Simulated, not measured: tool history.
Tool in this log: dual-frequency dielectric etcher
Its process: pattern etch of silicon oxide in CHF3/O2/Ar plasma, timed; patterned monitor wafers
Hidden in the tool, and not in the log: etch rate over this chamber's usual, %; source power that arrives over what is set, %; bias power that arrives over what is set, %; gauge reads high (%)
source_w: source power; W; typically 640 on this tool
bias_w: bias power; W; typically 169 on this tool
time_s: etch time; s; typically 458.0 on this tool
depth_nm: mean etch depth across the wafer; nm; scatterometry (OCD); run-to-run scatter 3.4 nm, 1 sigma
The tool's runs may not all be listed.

| run | day | source_w | bias_w | time_s | wafers since the last listed run | hours since the last wet clean | hours since the last source power generator calibration | hours since the last bias power generator calibration | hours since the last upper electrode change | hours since the gauge calibration | read-back reference wafer on the same gauge, depth_nm | depth_nm |
|---|---|---|---|---|---|---|---|---|---|---|---|---|
| 1 | 0.000 | 640 | 169 | 358.0 | 0 | 39.3 | 2125.5 | 668.1 | 4274.3 | 142.1 | 773.8 | 689.5 |
| 2 | 3.108 | 640 | 169 | 458.0 | 161 | 113.9 | 2200.1 | 742.7 | 4348.9 | 216.7 | 774.4 | 880.9 |
| 3 | 4.258 | 640 | 169 | 458.0 | 59 | 141.5 | 2227.7 | 770.3 | 4376.5 | 244.3 | 773.8 | 884.7 |
| 4 | 6.317 | 640 | 169 | 458.0 | 107 | 190.9 | 2277.1 | 819.7 | 4425.9 | 293.7 | 774.2 | 881.9 |
| 5 | 8.671 | 640 | 169 | 458.0 | 122 | 247.4 | 2333.6 | 876.2 | 4482.4 | 350.2 | 774.0 | 881.8 |
| 6 | 10.925 | 640 | 169 | 458.0 | 117 | 301.5 | 2387.7 | 930.3 | 4536.5 | 404.3 | 774.3 | 884.1 |
| 7 | 12.242 | 640 | 169 | 458.0 | 68 | 333.1 | 2419.3 | 961.9 | 4568.1 | 435.9 | 773.6 | 878.8 |
|  | 12.808 | source power generator calibrated |
| 8 | 14.329 | 640 | 169 | 458.0 | 99 | 383.2 | 36.5 | 1012.0 | 4618.2 | 486.0 | 774.1 | 900.4 |
|  | 16.938 | wet clean of the chamber |
|  | 17.304 | upper electrode replaced |
| 9 | 17.325 | 640 | 169 | 458.0 | 84 | 9.3 | 108.4 | 1083.9 | 0.5 | 557.9 | 774.2 | 900.6 |
| 10 | 19.571 | 640 | 169 | 458.0 | 116 | 63.2 | 162.3 | 1137.8 | 54.4 | 611.8 | 773.8 | 900.9 |
| 11 | 21.217 | 640 | 169 | 458.0 | 85 | 102.7 | 201.8 | 1177.3 | 93.9 | 651.3 | 774.0 | 899.9 |
| 12 | 22.229 | 640 | 169 | 458.0 | 52 | 127.0 | 226.1 | 1201.6 | 118.2 | 675.6 | 774.6 | 907.3 |
| 13 | 23.550 | 640 | 169 | 458.0 | 68 | 158.7 | 257.8 | 1233.3 | 149.9 | 707.3 | 774.4 | 897.6 |
| 14 | 24.992 | 640 | 169 | 590.0 | 75 | 193.3 | 292.4 | 1267.9 | 184.5 | 741.9 | 774.4 | 1164.9 |
| 15 | 27.579 | 640 | 185 | 346.0 | 134 | 255.4 | 354.5 | 1330.0 | 246.6 | 804.0 | 774.3 | 701.5 |
| 16 | 29.733 | 640 | 169 | 458.0 | 112 | 307.1 | 406.2 | 1381.7 | 298.3 | 855.7 | 774.0 | 905.4 |
| 17 | 31.054 | 800 | 196 | 458.0 | 68 | 338.8 | 437.9 | 1413.4 | 330.0 | 887.4 | 773.6 | 1076.8 |
|  | 32.250 | gauge calibrated |
| 18 | 32.808 | 640 | 169 | 590.0 | 91 | 380.9 | 480.0 | 1455.5 | 372.1 | 13.4 | 774.3 | 1156.6 |
|  | 34.129 | wet clean of the chamber |
|  | 35.550 | bias power generator calibrated |
| 19 | 35.712 | 640 | 169 | 458.0 | 90 | 38.0 | 549.7 | 3.9 | 441.8 | 83.1 | 773.5 | 896.7 |
| 20 | 37.725 | 590 | 169 | 458.0 | 104 | 86.3 | 598.0 | 52.2 | 490.1 | 131.4 | 774.8 | 855.2 |
| 21 | 40.083 | 640 | 169 | 458.0 | 122 | 142.9 | 654.6 | 108.8 | 546.7 | 188.0 | 773.9 | 897.1 |
| 22 | 46.517 | 640 | 169 | 458.0 | 334 | 297.3 | 809.0 | 263.2 | 701.1 | 342.4 | 773.8 | 897.5 |
| 23 | 48.650 | 580 | 134 | 527.5 | 111 | 348.5 | 860.2 | 314.4 | 752.3 | 393.6 | 774.2 | 899.2 |
| 24 | 49.954 | 590 | 149 | 353.0 | 67 | 379.8 | 891.5 | 345.7 | 783.6 | 424.9 | 774.1 | 629.0 |
|  | 51.788 | wet clean of the chamber |
| 25 | 52.250 | 750 | 136 | 502.5 | 67 | 11.1 | 946.6 | 400.8 | 838.7 | 480.0 | 774.6 | 1006.8 |
| 26 | 54.192 | 730 | 136 | 551.5 | 101 | 57.7 | 993.2 | 447.4 | 885.3 | 526.6 | 774.3 | 1084.5 |
| 27 | 56.088 | 720 | 189 | 586.5 | 98 | 103.2 | 1038.7 | 492.9 | 930.8 | 572.1 | 774.4 | 1269.3 |
| 28 | 61.262 | 640 | 197 | 405.0 | 269 | 227.4 | 1162.9 | 617.1 | 1055.0 | 696.3 | 773.6 | 833.2 |
| 29 | 62.529 | 750 | 142 | 458.0 | 65 | 257.8 | 1193.3 | 647.5 | 1085.4 | 726.7 | 773.5 | 927.4 |

Forecast each of these 5 alternatives for the next run:
| A | 62.550 | 640 | 185 | 458.0 | 1 | 258.3 | 1193.8 | 648.0 | 1085.9 | 727.2 | ? | ? |
| B | 62.550 | 700 | 192 | 556.5 | 1 | 258.3 | 1193.8 | 648.0 | 1085.9 | 727.2 | ? | ? |
| C | 62.550 | 700 | 134 | 418.0 | 1 | 258.3 | 1193.8 | 648.0 | 1085.9 | 727.2 | ? | ? |
| D | 62.550 | 550 | 148 | 341.0 | 1 | 258.3 | 1193.8 | 648.0 | 1085.9 | 727.2 | ? | ? |
| E | 62.550 | 640 | 169 | 415.5 | 1 | 258.3 | 1193.8 | 648.0 | 1085.9 | 727.2 | ? | ? |

| run | read-back reference wafer on the same gauge, depth_nm | depth_nm |
|---|---|---|
| A | 774.5 | 921.6 |
| B | 774.5 | 1196.0 |
| C | 774.5 | 800.8 |
| D | 774.5 | 578.3 |
| E | 774.5 | 811.5 |
Had the tool no hidden state, the same runs would have come out as:
| run | depth_nm |
|---|---|
| A | 933.5 |
| B | 1211.3 |
| C | 811.3 |
| D | 585.8 |
| E | 822.0 |

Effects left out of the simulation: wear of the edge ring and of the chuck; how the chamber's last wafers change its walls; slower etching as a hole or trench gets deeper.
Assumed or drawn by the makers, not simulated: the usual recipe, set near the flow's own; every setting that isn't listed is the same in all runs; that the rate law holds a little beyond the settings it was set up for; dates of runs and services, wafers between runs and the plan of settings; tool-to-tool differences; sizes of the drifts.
